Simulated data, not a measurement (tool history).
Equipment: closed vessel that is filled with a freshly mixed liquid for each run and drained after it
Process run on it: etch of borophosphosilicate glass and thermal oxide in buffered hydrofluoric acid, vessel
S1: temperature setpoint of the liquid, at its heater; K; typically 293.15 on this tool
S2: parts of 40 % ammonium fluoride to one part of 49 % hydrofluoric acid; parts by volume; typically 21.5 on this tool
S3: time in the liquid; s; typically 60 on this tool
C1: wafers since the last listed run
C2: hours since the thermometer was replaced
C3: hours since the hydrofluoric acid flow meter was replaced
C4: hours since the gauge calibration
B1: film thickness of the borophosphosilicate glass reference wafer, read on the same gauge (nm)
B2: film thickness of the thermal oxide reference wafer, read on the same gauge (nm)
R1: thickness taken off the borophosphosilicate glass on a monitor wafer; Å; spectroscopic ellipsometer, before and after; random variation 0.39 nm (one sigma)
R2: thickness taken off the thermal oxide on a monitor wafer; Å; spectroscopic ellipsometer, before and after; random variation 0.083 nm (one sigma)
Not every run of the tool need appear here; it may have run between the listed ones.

run     day      S1    S2  S3     C1      C2      C3      C4     B1      B2     R1     R2
  1       0  293.15  21.5  60      0  2494.8  1142.6  2062.3  80.03  129.99  510.3  287.6
  2   2.421  293.15  21.5  60   7549  2552.9  1200.7  2120.4  80.03  130.01  512.6  289.4
  3   3.683  296.15  21.5  60   3937  2583.2    1231  2150.7  79.96  130.01    607  341.4
  4   4.912  296.15  21.5  60   3833  2612.7  1260.5  2180.2  79.97  129.99  592.9  340.4
     11.471  -- thermometer replaced
     12.612  -- gauge calibrated
  5  13.279  296.15  21.5  60  25962    43.4  1461.3      16  79.98  129.98  531.5  300.2
  6  14.638  292.15  21.5  60   4236      76  1493.9    48.6  80.01  130.01  429.6  242.1
  7  17.638  292.15  21.5  60   9355     148  1565.9   120.6  80.02  130.02  431.6  240.5
  8  18.962  293.15  21.5  60   4132   179.8  1597.7   152.4  79.99  129.98  460.4  256.5
  9  19.979  293.15    27  60   3170   204.2  1622.1   176.8  79.98  129.99    390  218.3
     20.996  -- hydrofluoric acid flow meter replaced
 10  21.892  290.15  14.5  40   5834   250.1    21.5   222.7  79.98  130.03  367.6  208.7
 11  24.767  293.15    24  60   8965   319.1    90.5   291.7  80.02  129.98  423.3  239.1
 12  27.296  297.65    19  35   7887   379.8   151.2   352.4     80  130.01  382.5  214.5
 13  30.146  293.15  21.5  60   8888   448.2   219.6   420.8     80  130.01  458.5  260.6
 14  31.525  290.15    25  85   4301   481.3   252.7   453.9     80  130.01  496.8  279.4
 15  32.796  293.15  21.5  70   3963   511.8   283.2   484.4  79.99  129.99  546.9  303.9
 16  35.738  293.15  21.5  60   9173   582.4   353.8     555  79.98     130  468.7  261.1
 17  38.154  293.15    27  60   7536   640.4   411.8     613  79.99  129.98  399.4    223
 18  39.158  293.15  21.5  60   3131   664.5   435.9   637.1  80.01  130.02  468.3  262.4
 19  40.571  293.15  21.5  60   4405   698.4   469.8     671  80.03  130.03  459.2  262.4
 20  41.758  293.15  21.5  75   3703   726.9   498.3   699.5     80  129.99  580.1  328.4
 21  44.558  295.65  21.5  30   8732   794.1   565.5   766.7  80.01  129.95  265.9  151.1
 22  45.567  290.15  29.5  30   3144   818.3   589.7   790.9     80  129.99  157.8   89.6
 23  47.938  290.15    28  50   7393   875.2   646.6   847.8  80.01  130.01  278.2  154.8
 24    50.9  297.65    16  60   9238   946.3   717.7   918.9  80.01  129.99  778.1  444.8

Each row is a separate what-if for the run after 24, all from the same tool condition, not one after another. Results?
  A  50.929  293.15  21.5  60  90  947  718.4  919.6   ?   ?   ?   ?
  B  50.929  295.65  21.5  60  90  947  718.4  919.6   ?   ?   ?   ?
  C  50.929  295.15  21.5  45  90  947  718.4  919.6   ?   ?   ?   ?
  D  50.929  291.15  16.5  85  90  947  718.4  919.6   ?   ?   ?   ?
  E  50.929  290.15  15.5  60  90  947  718.4  919.6   ?   ?   ?   ?

run     B1      B2     R1     R2
  A  79.97  129.94  470.7  266.5
  B  79.97  129.94    540  306.1
  C  79.97  129.94  394.1  223.3
  D  79.97  129.94  759.2  428.8
  E  79.97  129.94  539.1  304.2
The same runs, with their run-to-run variation unchanged, on a tool lacking any hidden condition would have given:
run     R1     R2
  A  448.6  253.8
  B  514.9  291.8
  C  375.7  212.8
  D  723.1  408.2
  E  513.3  289.5

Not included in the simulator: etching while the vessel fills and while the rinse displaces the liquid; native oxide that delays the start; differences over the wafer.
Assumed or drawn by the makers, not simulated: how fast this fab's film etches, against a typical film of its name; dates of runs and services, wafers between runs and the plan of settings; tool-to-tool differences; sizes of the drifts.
